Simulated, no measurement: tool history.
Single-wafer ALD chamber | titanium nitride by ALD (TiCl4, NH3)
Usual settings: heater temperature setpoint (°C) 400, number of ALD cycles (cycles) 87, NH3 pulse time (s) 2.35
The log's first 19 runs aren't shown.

run    hour  heater temperature setpoint (°C)  number of ALD cycles (cycles)  NH3 pulse time (s)  wafers since the last listed run  hours since the last thermocouple change  hours since the showerhead was replaced  hours since the gauge calibration  read-back reference wafer on the same gauge, thickness_nm  mean film thickness on the monitor wafer (nm)
 20  1776.7                               400                             87                2.35                               191                                     250.9                                   2776.2                              304.1                                                      2.332                                          2.016
 21  1882.7                               400                             87                2.35                               409                                     356.9                                   2882.2                              410.1                                                       2.33                                          2.014
 22    1960                               400                             92                2.35                               298                                     434.2                                   2959.5                              487.4                                                      2.326                                          2.122
 23  2001.4                               400                             87                2.35                               159                                     475.6                                   3000.9                              528.8                                                      2.328                                          2.006
 24  2046.5                               400                             97                2.35                               174                                     520.7                                     3046                              573.9                                                      2.329                                          2.243
 25  2103.7                               394                             77                2.59                               221                                     577.9                                   3103.2                              631.1                                                       2.33                                          1.775
 26  2170.8                               410                             74                2.35                               259                                       645                                   3170.3                              698.2                                                      2.326                                          1.722
 27  2246.5                               410                             74                2.35                               292                                     720.7                                     3246                              773.9                                                      2.321                                          1.715
 28  2312.4                               386                             87                1.66                               254                                     786.6                                   3311.9                              839.8                                                      2.326                                          1.973
 29  2417.3                               385                            100                1.98                               405                                     891.5                                   3416.8                              944.7                                                      2.322                                          2.273
 30  2467.8                               407                             76                2.35                               195                                       942                                   3467.3                              995.2                                                      2.323                                          1.753
 31  2567.2                               400                             87                2.35                               384                                    1041.4                                   3566.7                             1094.6                                                       2.32                                          2.005
     2575.3  -- showerhead replaced
 32  2629.7                               400                             87                2.35                               210                                    1103.9                                     54.4                             1157.1                                                      2.322                                          2.005
 33  2729.8                               400                             87                3.25                               386                                      1204                                    154.5                             1257.2                                                       2.32                                          2.015
 34  2833.8                               392                             76                1.83                               401                                      1308                                    258.5                             1361.2                                                      2.321                                          1.724
 35  2929.5                               400                            100                2.65                               369                                    1403.7                                    354.2                             1456.9                                                      2.319                                          2.301
 36    3054                               392                             96                2.35                               481                                    1528.2                                    478.7                             1581.4                                                      2.316                                          2.191
 37  3120.4                               400                             80                2.35                               256                                    1594.6                                    545.1                             1647.8                                                      2.317                                          1.841
 38  3225.6                               387                             87                3.01                               406                                    1699.8                                    650.3                               1753                                                      2.316                                          1.993
 39  3307.2                               413                             81                1.99                               315                                    1781.4                                    731.9                             1834.6                                                      2.319                                          1.864

Forecast each of these 5 alternatives for the next run:
  A  3307.8                               400                             87                2.35                                 2                                      1782                                    732.5                             1835.2                                                          ?                                              ?
  B  3307.8                               387                            101                 2.1                                 2                                      1782                                    732.5                             1835.2                                                          ?                                              ?
  C  3307.8                               392                             87                1.72                                 2                                      1782                                    732.5                             1835.2                                                          ?                                              ?
  D  3307.8                               408                             99                2.67                                 2                                      1782                                    732.5                             1835.2                                                          ?                                              ?
  E  3307.8                               408                            104                 1.6                                 2                                      1782                                    732.5                             1835.2                                                          ?                                              ?

run  read-back reference wafer on the same gauge, thickness_nm  mean film thickness on the monitor wafer (nm)
  A                                                      2.315                                          1.999
  B                                                      2.315                                          2.294
  C                                                      2.315                                          1.975
  D                                                      2.315                                          2.284
  E                                                      2.315                                           2.38
Without the tool's hidden state the same runs would have given:
run  mean film thickness on the monitor wafer (nm)
  A                                           2.02
  B                                          2.318
  C                                          1.996
  D                                          2.308
  E                                          2.404
